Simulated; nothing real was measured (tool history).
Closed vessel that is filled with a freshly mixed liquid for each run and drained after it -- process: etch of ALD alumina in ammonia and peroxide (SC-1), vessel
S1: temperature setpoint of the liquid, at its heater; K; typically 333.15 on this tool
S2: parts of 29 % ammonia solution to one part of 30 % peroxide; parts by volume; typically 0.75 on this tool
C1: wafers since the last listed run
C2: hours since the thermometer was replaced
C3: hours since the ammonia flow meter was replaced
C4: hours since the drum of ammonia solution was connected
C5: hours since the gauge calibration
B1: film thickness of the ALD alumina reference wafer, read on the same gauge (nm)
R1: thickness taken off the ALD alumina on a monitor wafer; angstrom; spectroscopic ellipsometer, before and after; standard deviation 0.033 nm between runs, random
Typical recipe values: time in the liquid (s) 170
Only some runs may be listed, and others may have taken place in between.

run 1 hour=0.0 | S1=333.15 S2=0.60 time_in_the_liquid_(s)=170 | C1=0 C2=1457.8 C3=1548.2 C4=1079.0 C5=67.1 | B1=89.99 | R1=171.1
run 2 hour=10.2 | S1=333.15 S2=0.60 time_in_the_liquid_(s)=170 | C1=1025 C2=1468.0 C3=1558.4 C4=1089.2 C5=77.3 | B1=90.02 | R1=171.3
run 3 hour=42.6 | S1=333.15 S2=0.60 time_in_the_liquid_(s)=170 | C1=3258 C2=1500.4 C3=1590.8 C4=1121.6 C5=109.7 | B1=90.00 | R1=171.3
run 4 hour=50.8 | S1=333.15 S2=0.75 time_in_the_liquid_(s)=170 | C1=824 C2=1508.6 C3=1599.0 C4=1129.8 C5=117.9 | B1=89.99 | R1=175.0
run 5 hour=61.0 | S1=333.15 S2=0.75 time_in_the_liquid_(s)=170 | C1=1025 C2=1518.8 C3=1609.2 C4=1140.0 C5=128.1 | B1=90.01 | R1=174.9
run 6 hour=76.1 | S1=333.15 S2=0.75 time_in_the_liquid_(s)=170 | C1=1518 C2=1533.9 C3=1624.3 C4=1155.1 C5=143.2 | B1=90.05 | R1=176.0
run 7 hour=87.2 | S1=333.15 S2=1.00 time_in_the_liquid_(s)=170 | C1=1116 C2=1545.0 C3=1635.4 C4=1166.2 C5=154.3 | B1=90.01 | R1=179.5
-- hour=88.2 gauge calibrated
-- hour=92.7 ammonia flow meter replaced
run 8 hour=118.9 | S1=333.15 S2=0.75 time_in_the_liquid_(s)=170 | C1=3087 C2=1576.7 C3=26.2 C4=1197.9 C5=30.7 | B1=90.02 | R1=175.6
run 9 hour=125.6 | S1=342.65 S2=0.60 time_in_the_liquid_(s)=215 | C1=673 C2=1583.4 C3=32.9 C4=1204.6 C5=37.4 | B1=90.01 | R1=346.8
-- hour=145.8 new drum of ammonia solution connected
run 10 hour=155.3 | S1=333.15 S2=0.75 time_in_the_liquid_(s)=265 | C1=2886 C2=1613.1 C3=62.6 C4=9.5 C5=67.1 | B1=89.99 | R1=274.9
run 11 hour=165.3 | S1=333.15 S2=1.05 time_in_the_liquid_(s)=245 | C1=1005 C2=1623.1 C3=72.6 C4=19.5 C5=77.1 | B1=89.99 | R1=261.4
run 12 hour=172.6 | S1=333.15 S2=0.75 time_in_the_liquid_(s)=170 | C1=734 C2=1630.4 C3=79.9 C4=26.8 C5=84.4 | B1=90.00 | R1=176.5
-- hour=189.3 thermometer replaced
run 13 hour=189.7 | S1=328.15 S2=0.75 time_in_the_liquid_(s)=170 | C1=1619 C2=0.4 C3=97.0 C4=43.9 C5=101.5 | B1=90.02 | R1=127.4
run 14 hour=207.1 | S1=323.65 S2=1.00 time_in_the_liquid_(s)=105 | C1=1750 C2=17.8 C3=114.4 C4=61.3 C5=118.9 | B1=89.97 | R1=63.4
run 15 hour=223.7 | S1=343.15 S2=0.40 time_in_the_liquid_(s)=145 | C1=1669 C2=34.4 C3=131.0 C4=77.9 C5=135.5 | B1=89.97 | R1=218.4
run 16 hour=239.7 | S1=333.15 S2=1.05 time_in_the_liquid_(s)=170 | C1=1609 C2=50.4 C3=147.0 C4=93.9 C5=151.5 | B1=90.01 | R1=171.3
-- hour=247.3 gauge calibrated
run 17 hour=257.4 | S1=329.65 S2=0.90 time_in_the_liquid_(s)=70 | C1=1780 C2=68.1 C3=164.7 C4=111.6 C5=10.1 | B1=90.03 | R1=57.8

For each run, what was the tool's unlogged condition?
ammonia flow below the setpoint (%): 0 on each run
ammonia solution weaker than its label (%): 0 on each run
gauge reads high (%): 0 on each run
H1: liquid hotter than its thermometer reads (K)
run=1 H1=1.23
run=2 H1=1.24
run=3 H1=1.26
run=4 H1=1.27
run=5 H1=1.28
run=6 H1=1.29
run=7 H1=1.3
run=8 H1=1.32
run=9 H1=1.33
run=10 H1=1.35
run=11 H1=1.36
run=12 H1=1.37
run=13 H1=0.0986
run=14 H1=0.112
run=15 H1=0.126
run=16 H1=0.138
run=17 H1=0.152
